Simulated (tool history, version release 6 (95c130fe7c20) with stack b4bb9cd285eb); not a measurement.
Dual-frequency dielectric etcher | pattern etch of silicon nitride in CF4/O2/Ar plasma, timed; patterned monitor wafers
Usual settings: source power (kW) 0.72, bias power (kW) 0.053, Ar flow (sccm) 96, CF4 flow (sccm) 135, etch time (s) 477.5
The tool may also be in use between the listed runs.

run	day	source power (kW)	bias power (kW)	Ar flow (sccm)	CF4 flow (sccm)	etch time (s)	wafers since the last listed run	hours since the last wet clean	hours since the last source power generator calibration	hours since the last bias power generator calibration	hours since the last Ar flow controller change	hours since the last CF4 flow controller change	hours since the last upper electrode change	hours since the gauge calibration	read-back reference wafer on the same gauge, depth_nm	mean etch depth across the wafer (Å)
1	0	0.72	0.053	96	135	477.5	0	499.6	2743.8	4058.8	4353.2	3910.7	49.4	55.8	1090.1	12189
# day 0.333: source power generator calibrated
2	0.367	0.85	0.053	80	135	477.5	10	508.4	0.8	4067.6	4362	3919.5	58.2	64.6	1089.7	15298
3	0.846	0.72	0.053	118	135	477.5	26	519.9	12.3	4079.1	4373.5	3931	69.7	76.1	1089.9	12512
4	1.162	0.72	0.053	83	135	547.5	17	527.5	19.9	4086.7	4381.1	3938.6	77.3	83.7	1089.8	14708
5	1.75	0.59	0.053	104	147	396.5	32	541.6	34	4100.8	4395.2	3952.7	91.4	97.8	1090.2	8537
# day 3.121: wet clean of the chamber
6	3.142	0.72	0.053	96	135	477.5	21	0.5	67.4	4134.2	4428.6	3986.1	124.8	131.2	1090.3	12711
7	3.312	0.72	0.053	96	135	477.5	9	4.6	71.5	4138.3	4432.7	3990.2	128.9	135.3	1090.6	12719
8	3.596	0.72	0.045	96	122	477.5	15	11.4	78.3	4145.1	4439.5	3997	135.7	142.1	1089.4	12120
9	3.962	0.72	0.053	96	135	477.5	20	20.2	87.1	4153.9	4448.3	4005.8	144.5	150.9	1089.7	12668
# day 4.312: CF4 flow controller replaced
10	4.592	0.72	0.053	96	135	477.5	20	35.3	102.2	4169	4463.4	6.7	159.6	166	1090.1	12650
# day 5.108: bias power generator calibrated
11	5.129	0.72	0.04	96	135	477.5	20	48.2	115.1	0.5	4476.3	19.6	172.5	178.9	1089.7	12054
12	5.658	0.72	0.057	117	108	477.5	28	60.9	127.8	13.2	4489	32.3	185.2	191.6	1089.9	12156
13	6.242	0.65	0.046	96	135	477.5	31	74.9	141.8	27.2	4503	46.3	199.2	205.6	1089.6	10990
14	6.938	0.72	0.053	96	135	477.5	38	91.6	158.5	43.9	4519.7	63	215.9	222.3	1089.5	12634
15	7.321	0.55	0.046	96	135	477.5	20	100.8	167.7	53.1	4528.9	72.2	225.1	231.5	1089.9	9167
16	7.638	0.72	0.043	103	162	477.5	17	108.4	175.3	60.7	4536.5	79.8	232.7	239.1	1089.7	12517
17	7.933	0.61	0.058	96	135	477.5	16	115.5	182.4	67.8	4543.6	86.9	239.8	246.2	1090.1	10789
# day 8.662: gauge calibrated
# day 8.829: Ar flow controller replaced
18	9.196	0.72	0.053	96	135	477.5	55	145.8	212.7	98.1	8.8	117.2	270.1	12.8	1090.1	12651
19	11.083	0.55	0.053	96	135	477.5	103	191.1	258	143.4	54.1	162.5	315.4	58.1	1089.9	9477
20	11.467	0.87	0.053	75	135	477.5	20	200.3	267.2	152.6	63.3	171.7	324.6	67.3	1090.2	15653
21	13.442	0.72	0.053	96	135	526	108	247.7	314.6	200	110.7	219.1	372	114.7	1090.4	13883

Entry by entry between the runs, the difference in hidden state between the last listed run before and the first listed run after:
Run 1 -> run 2: source power generator calibrated (day 0.333)
  source power that arrives over what is set, %: -4.64 -> -0.33
  the result without the hidden state subtracted from the measured one, mean etch depth across the wafer (Å): -634 -> -54
Run 5 -> run 6: wet clean of the chamber (day 3.121)
  source power that arrives over what is set, %: -0.398 -> -0.467
  the result without the hidden state subtracted from the measured one, mean etch depth across the wafer (Å): -37 -> -63
Run 9 -> run 10: CF4 flow controller replaced (day 4.312)
  source power that arrives over what is set, %: -0.508 -> -0.539
  the result without the hidden state subtracted from the measured one, mean etch depth across the wafer (Å): -68 -> -73
Run 10 -> run 11: bias power generator calibrated (day 5.108)
  source power that arrives over what is set, %: -0.539 -> -0.566
  the result without the hidden state subtracted from the measured one, mean etch depth across the wafer (Å): -73 -> -73
Run 17 -> run 18: gauge calibrated (day 8.662); Ar flow controller replaced (day 8.829)
  source power that arrives over what is set, %: -0.704 -> -0.767
  the result without the hidden state subtracted from the measured one, mean etch depth across the wafer (Å): -81 -> -104

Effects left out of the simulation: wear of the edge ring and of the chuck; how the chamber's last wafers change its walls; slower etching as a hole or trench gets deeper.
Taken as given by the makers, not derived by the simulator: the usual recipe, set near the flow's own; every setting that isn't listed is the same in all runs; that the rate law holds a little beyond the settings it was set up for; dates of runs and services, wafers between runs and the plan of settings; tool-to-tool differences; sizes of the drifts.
